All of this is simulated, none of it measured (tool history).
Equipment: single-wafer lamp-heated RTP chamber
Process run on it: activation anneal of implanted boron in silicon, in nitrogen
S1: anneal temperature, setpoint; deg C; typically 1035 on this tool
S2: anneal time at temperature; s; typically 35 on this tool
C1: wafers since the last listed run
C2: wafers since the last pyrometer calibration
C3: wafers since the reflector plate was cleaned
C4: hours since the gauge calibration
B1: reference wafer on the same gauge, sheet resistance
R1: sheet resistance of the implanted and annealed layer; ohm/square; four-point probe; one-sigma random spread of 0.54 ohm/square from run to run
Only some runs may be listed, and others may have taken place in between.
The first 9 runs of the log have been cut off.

run,day,S1,S2,C1,C2,C3,C4,B1,R1
10,19.450,1035,35,482,3595,7358,1272.0,379.97,361.55
11,20.917,1035,35,379,3975,7738,1307.2,380.15,360.54
12,22.012,1035,35,283,4259,8021,1333.5,380.03,361.57
# day 22.412: pyrometer window cleaned and pyrometer calibrated
13,23.625,1035,35,331,313,8352,1372.2,379.95,361.98
14,25.288,1035,35,430,744,8783,1412.1,380.01,361.88
# day 26.500: gauge calibrated
15,27.846,1035,35,662,1406,9445,32.3,380.01,362.02
16,29.392,1012,26,400,1806,9845,69.4,380.01,366.37
17,32.104,1035,35,702,2508,10547,134.5,379.97,360.68
18,33.992,1026,21,488,2997,11036,179.8,380.00,366.61
19,36.092,1035,35,543,3541,11580,230.2,380.04,359.92
20,37.162,1018,35,277,3818,11857,255.9,379.93,363.08
21,38.738,1015,35,407,4226,12265,293.7,379.94,363.45
22,40.550,1035,23,469,4695,12734,337.2,380.02,363.48
# day 42.079: pyrometer window cleaned and pyrometer calibrated
23,43.196,1035,35,598,289,13333,400.7,379.98,361.72
24,44.592,1027,35,361,650,13694,434.2,379.97,363.97
# day 45.758: reflector plate cleaned
25,49.596,1048,35,1209,1859,992,554.3,380.00,360.34
26,51.504,1006,46,494,2353,1486,600.1,379.99,363.91
27,53.846,1022,35,606,2959,2093,656.3,380.00,362.71
28,54.879,1016,35,267,3227,2360,681.1,380.01,364.19
29,56.054,1011,49,304,3531,2664,709.3,379.97,363.16
30,58.696,1065,35,683,4215,3348,772.7,380.03,355.46

Below are 3 alternative next runs, each starting from the tool's condition after run 30. Predict each:
A,58.712,1061,35,4,4219,3352,773.1,?,?
B,58.712,1008,29,4,4219,3352,773.1,?,?
C,58.712,1018,20,4,4219,3352,773.1,?,?

run,B1,R1
A,379.93,356.70
B,379.93,366.13
C,379.93,366.82
The same runs, with their run-to-run variation unchanged, on a tool lacking any hidden condition would have given:
run,R1
A,358.44
B,367.64
C,367.93
